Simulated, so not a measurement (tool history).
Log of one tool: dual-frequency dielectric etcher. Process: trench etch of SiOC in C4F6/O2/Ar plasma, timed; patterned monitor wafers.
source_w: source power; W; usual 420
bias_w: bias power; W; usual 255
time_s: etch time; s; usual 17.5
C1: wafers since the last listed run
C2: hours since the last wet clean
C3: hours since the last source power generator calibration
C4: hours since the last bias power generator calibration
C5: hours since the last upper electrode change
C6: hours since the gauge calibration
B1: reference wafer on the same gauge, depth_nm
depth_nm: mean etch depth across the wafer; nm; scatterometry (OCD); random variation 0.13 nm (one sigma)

{"run": 1, "hour": 0.0, "source_w": 420, "bias_w": 255, "time_s": 16.0, "C1": 0, "C2": 442.3, "C3": 2638.7, "C4": 3371.3, "C5": 2973.4, "C6": 543.5, "B1": 45.76, "depth_nm": 35.84}
{"hour": 53.8, "done": "wet clean of the chamber"}
{"run": 2, "hour": 142.0, "source_w": 420, "bias_w": 255, "time_s": 16.0, "C1": 1153, "C2": 88.2, "C3": 2780.7, "C4": 3513.3, "C5": 3115.4, "C6": 685.5, "B1": 45.8, "depth_nm": 35.33}
{"run": 3, "hour": 170.6, "source_w": 420, "bias_w": 255, "time_s": 17.5, "C1": 279, "C2": 116.8, "C3": 2809.3, "C4": 3541.9, "C5": 3144.0, "C6": 714.1, "B1": 45.85, "depth_nm": 38.73}
{"run": 4, "hour": 217.3, "source_w": 420, "bias_w": 255, "time_s": 17.5, "C1": 456, "C2": 163.5, "C3": 2856.0, "C4": 3588.6, "C5": 3190.7, "C6": 760.8, "B1": 45.8, "depth_nm": 38.77}
{"run": 5, "hour": 266.3, "source_w": 420, "bias_w": 255, "time_s": 17.5, "C1": 478, "C2": 212.5, "C3": 2905.0, "C4": 3637.6, "C5": 3239.7, "C6": 809.8, "B1": 45.8, "depth_nm": 38.76}
{"run": 6, "hour": 319.9, "source_w": 360, "bias_w": 255, "time_s": 17.5, "C1": 523, "C2": 266.1, "C3": 2958.6, "C4": 3691.2, "C5": 3293.3, "C6": 863.4, "B1": 45.8, "depth_nm": 35.45}
{"hour": 363.2, "done": "gauge calibrated"}
{"run": 7, "hour": 371.0, "source_w": 360, "bias_w": 255, "time_s": 17.5, "C1": 499, "C2": 317.2, "C3": 3009.7, "C4": 3742.3, "C5": 3344.4, "C6": 7.8, "B1": 45.8, "depth_nm": 35.65}
{"hour": 423.1, "done": "bias power generator calibrated"}
{"run": 8, "hour": 424.3, "source_w": 360, "bias_w": 255, "time_s": 17.5, "C1": 481, "C2": 370.5, "C3": 3063.0, "C4": 1.2, "C5": 3397.7, "C6": 61.1, "B1": 45.81, "depth_nm": 35.55}
{"hour": 448.3, "done": "source power generator calibrated"}
{"run": 9, "hour": 473.9, "source_w": 420, "bias_w": 255, "time_s": 20.5, "C1": 445, "C2": 420.1, "C3": 25.6, "C4": 50.8, "C5": 3447.3, "C6": 110.7, "B1": 45.77, "depth_nm": 45.84}
{"run": 10, "hour": 505.0, "source_w": 420, "bias_w": 255, "time_s": 20.5, "C1": 303, "C2": 451.2, "C3": 56.7, "C4": 81.9, "C5": 3478.4, "C6": 141.8, "B1": 45.8, "depth_nm": 45.92}
{"hour": 541.4, "done": "wet clean of the chamber"}
{"run": 11, "hour": 541.9, "source_w": 420, "bias_w": 255, "time_s": 17.5, "C1": 126, "C2": 0.5, "C3": 93.6, "C4": 118.8, "C5": 3515.3, "C6": 178.7, "B1": 45.78, "depth_nm": 38.49}
{"hour": 573.0, "done": "upper electrode replaced, of another model than before"}
{"run": 12, "hour": 585.2, "source_w": 420, "bias_w": 255, "time_s": 17.5, "C1": 188, "C2": 43.8, "C3": 136.9, "C4": 162.1, "C5": 12.2, "C6": 222.0, "B1": 45.82, "depth_nm": 38.54}
{"run": 13, "hour": 635.4, "source_w": 420, "bias_w": 255, "time_s": 14.0, "C1": 490, "C2": 94.0, "C3": 187.1, "C4": 212.3, "C5": 62.4, "C6": 272.2, "B1": 45.81, "depth_nm": 30.83}
{"run": 14, "hour": 678.9, "source_w": 390, "bias_w": 255, "time_s": 14.0, "C1": 425, "C2": 137.5, "C3": 230.6, "C4": 255.8, "C5": 105.9, "C6": 315.7, "B1": 45.79, "depth_nm": 30.27}
{"run": 15, "hour": 711.2, "source_w": 420, "bias_w": 255, "time_s": 17.5, "C1": 315, "C2": 169.8, "C3": 262.9, "C4": 288.1, "C5": 138.2, "C6": 348.0, "B1": 45.79, "depth_nm": 38.93}
{"run": 16, "hour": 763.9, "source_w": 420, "bias_w": 255, "time_s": 15.0, "C1": 515, "C2": 222.5, "C3": 315.6, "C4": 340.8, "C5": 190.9, "C6": 400.7, "B1": 45.76, "depth_nm": 33.4}
{"run": 17, "hour": 801.2, "source_w": 420, "bias_w": 255, "time_s": 17.5, "C1": 364, "C2": 259.8, "C3": 352.9, "C4": 378.1, "C5": 228.2, "C6": 438.0, "B1": 45.8, "depth_nm": 38.99}
{"run": 18, "hour": 861.3, "source_w": 420, "bias_w": 223, "time_s": 20.0, "C1": 587, "C2": 319.9, "C3": 413.0, "C4": 438.2, "C5": 288.3, "C6": 498.1, "B1": 45.81, "depth_nm": 41.31}
{"run": 19, "hour": 899.1, "source_w": 420, "bias_w": 255, "time_s": 17.5, "C1": 369, "C2": 357.7, "C3": 450.8, "C4": 476.0, "C5": 326.1, "C6": 535.9, "B1": 45.77, "depth_nm": 39.11}
{"run": 20, "hour": 948.5, "source_w": 480, "bias_w": 303, "time_s": 20.0, "C1": 482, "C2": 407.1, "C3": 500.2, "C4": 525.4, "C5": 375.5, "C6": 585.3, "B1": 45.8, "depth_nm": 51.84}
{"run": 21, "hour": 981.8, "source_w": 420, "bias_w": 297, "time_s": 17.5, "C1": 325, "C2": 440.4, "C3": 533.5, "C4": 558.7, "C5": 408.8, "C6": 618.6, "B1": 45.81, "depth_nm": 42.84}

Run 22 comes next. What will it give?
{"hour": 1028.3, "done": "wet clean of the chamber"}
{"run": 22, "hour": 1028.8, "source_w": 420, "bias_w": 255, "time_s": 17.5, "C1": 224, "C2": 0.5, "C3": 580.5, "C4": 605.7, "C5": 455.8, "C6": 665.6, "B1": "?", "depth_nm": "?"}

{"run 22": {"B1": 45.83, "depth_nm": 38.26}}
Without the tool's hidden state the same run would have given depth_nm 38.17 nm.
